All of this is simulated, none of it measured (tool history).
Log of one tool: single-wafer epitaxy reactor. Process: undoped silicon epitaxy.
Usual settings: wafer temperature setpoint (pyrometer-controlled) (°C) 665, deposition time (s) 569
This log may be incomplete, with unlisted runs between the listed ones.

run,hour,wafer temperature setpoint (pyrometer-controlled) (°C),deposition time (s),wafers since the last listed run,hours since the last pyrometer calibration,hours since the gauge calibration,"read-back reference wafer on the same gauge, thickness_nm",mean film thickness on the monitor wafer (angstrom)
1,0.0,665,569,0,512.2,687.4,101.052,1216.05
# hour 20.7: gauge calibrated
2,95.9,665,569,278,608.1,75.2,101.075,1207.70
3,249.0,665,569,443,761.2,228.3,101.030,1198.06
# hour 317.8: pyrometer calibrated
4,336.3,655,623,229,18.5,315.6,101.060,1102.75
5,383.5,655,623,136,65.7,362.8,100.958,1101.79
6,475.2,655,623,265,157.4,454.5,100.906,1097.44
7,532.7,665,569,166,214.9,512.0,101.088,1206.06
8,583.2,655,623,146,265.4,562.5,100.896,1094.54
# hour 661.7: gauge calibrated
9,683.2,680,485,289,365.4,21.5,101.040,1356.40
10,756.7,660,569,213,438.9,95.0,101.082,1098.77
11,802.4,651,495,132,484.6,140.7,101.042,811.76
12,895.2,658,569,269,577.4,233.5,101.130,1061.24
13,936.0,665,569,118,618.2,274.3,100.917,1209.22
14,1023.0,659,569,252,705.2,361.3,100.807,1082.66

Predict each of these 3 candidate next runs independently; none follows another, all start after run 14:
A,1023.6,665,569,1,705.8,361.9,?,?
B,1023.6,672,606,1,705.8,361.9,?,?
C,1023.6,671,533,1,705.8,361.9,?,?

run,"read-back reference wafer on the same gauge, thickness_nm",mean film thickness on the monitor wafer (angstrom)
A,100.881,1209.86
B,100.881,1466.12
C,100.881,1266.07
Without the tool's hidden state the same runs would have given:
run,mean film thickness on the monitor wafer (angstrom)
A,1209.86
B,1466.12
C,1266.07
